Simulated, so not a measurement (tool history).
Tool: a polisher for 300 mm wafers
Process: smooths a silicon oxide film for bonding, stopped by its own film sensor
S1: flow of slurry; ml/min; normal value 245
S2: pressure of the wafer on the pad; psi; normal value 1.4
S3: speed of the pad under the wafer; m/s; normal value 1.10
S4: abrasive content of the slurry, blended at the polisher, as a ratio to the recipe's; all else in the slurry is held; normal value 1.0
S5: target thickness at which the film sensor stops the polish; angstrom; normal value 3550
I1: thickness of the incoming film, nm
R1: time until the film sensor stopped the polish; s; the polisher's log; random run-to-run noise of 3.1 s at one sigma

run 1 hour=0.0 | S1=245 S2=1.4 S3=1.10 S4=1.0 S5=3550 | I1=426.1 | R1=157.9
-- hour=27.5 slurry nozzle cleaned
run 2 hour=58.9 | S1=245 S2=1.4 S3=1.10 S4=1.0 S5=3550 | I1=430.1 | R1=161.8
-- hour=100.9 slurry blender recalibrated
run 3 hour=122.9 | S1=245 S2=1.4 S3=1.36 S4=1.0 S5=3550 | I1=432.0 | R1=133.5
run 4 hour=168.4 | S1=245 S2=1.4 S3=1.36 S4=1.0 S5=3550 | I1=434.3 | R1=138.4
run 5 hour=222.6 | S1=245 S2=1.4 S3=1.36 S4=1.0 S5=3550 | I1=422.2 | R1=116.5
run 6 hour=275.5 | S1=245 S2=1.4 S3=1.10 S4=1.2 S5=3550 | I1=434.8 | R1=150.5
-- hour=295.3 worn pad replaced by a new one
-- hour=373.8 slurry nozzle cleaned
run 7 hour=380.5 | S1=245 S2=1.4 S3=1.10 S4=1.0 S5=3550 | I1=434.6 | R1=160.7
run 8 hour=411.8 | S1=245 S2=1.4 S3=1.10 S4=1.0 S5=3550 | I1=433.7 | R1=157.4
run 9 hour=480.8 | S1=245 S2=1.4 S3=1.10 S4=1.0 S5=3550 | I1=431.0 | R1=156.1
-- hour=497.5 slurry blender recalibrated
run 10 hour=505.4 | S1=245 S2=1.4 S3=1.10 S4=1.0 S5=3550 | I1=429.9 | R1=150.6
run 11 hour=555.2 | S1=245 S2=1.4 S3=1.10 S4=1.0 S5=3550 | I1=431.5 | R1=151.3
run 12 hour=590.2 | S1=245 S2=1.4 S3=1.10 S4=1.0 S5=3550 | I1=428.7 | R1=143.2
-- hour=596.9 worn pad replaced by a new one
run 13 hour=628.6 | S1=245 S2=1.4 S3=1.10 S4=1.0 S5=3410 | I1=431.7 | R1=173.3
run 14 hour=698.2 | S1=245 S2=1.4 S3=1.10 S4=0.9 S5=3550 | I1=433.2 | R1=155.9
-- hour=700.4 head pressure recalibrated
run 15 hour=764.4 | S1=205 S2=0.9 S3=1.10 S4=0.8 S5=3550 | I1=431.5 | R1=314.8
-- hour=794.4 slurry nozzle cleaned
run 16 hour=796.5 | S1=245 S2=1.4 S3=1.10 S4=1.0 S5=3550 | I1=429.8 | R1=167.5
run 17 hour=836.2 | S1=245 S2=1.4 S3=1.10 S4=1.0 S5=3450 | I1=428.6 | R1=189.9
run 18 hour=896.3 | S1=245 S2=1.4 S3=1.10 S4=0.9 S5=3550 | I1=435.4 | R1=188.5

The next listed run, before its measurement:
-- hour=951.7 worn pad replaced by a new one
-- hour=984.9 slurry blender recalibrated
run 19 hour=1007.4 | S1=270 S2=1.4 S3=0.78 S4=0.8 S5=3770 | I1=432.0 | R1=?

Run 19 yielded R1 184.7 s.
Minus the tool's unlogged condition, the same run would have read R1 184.4 s.
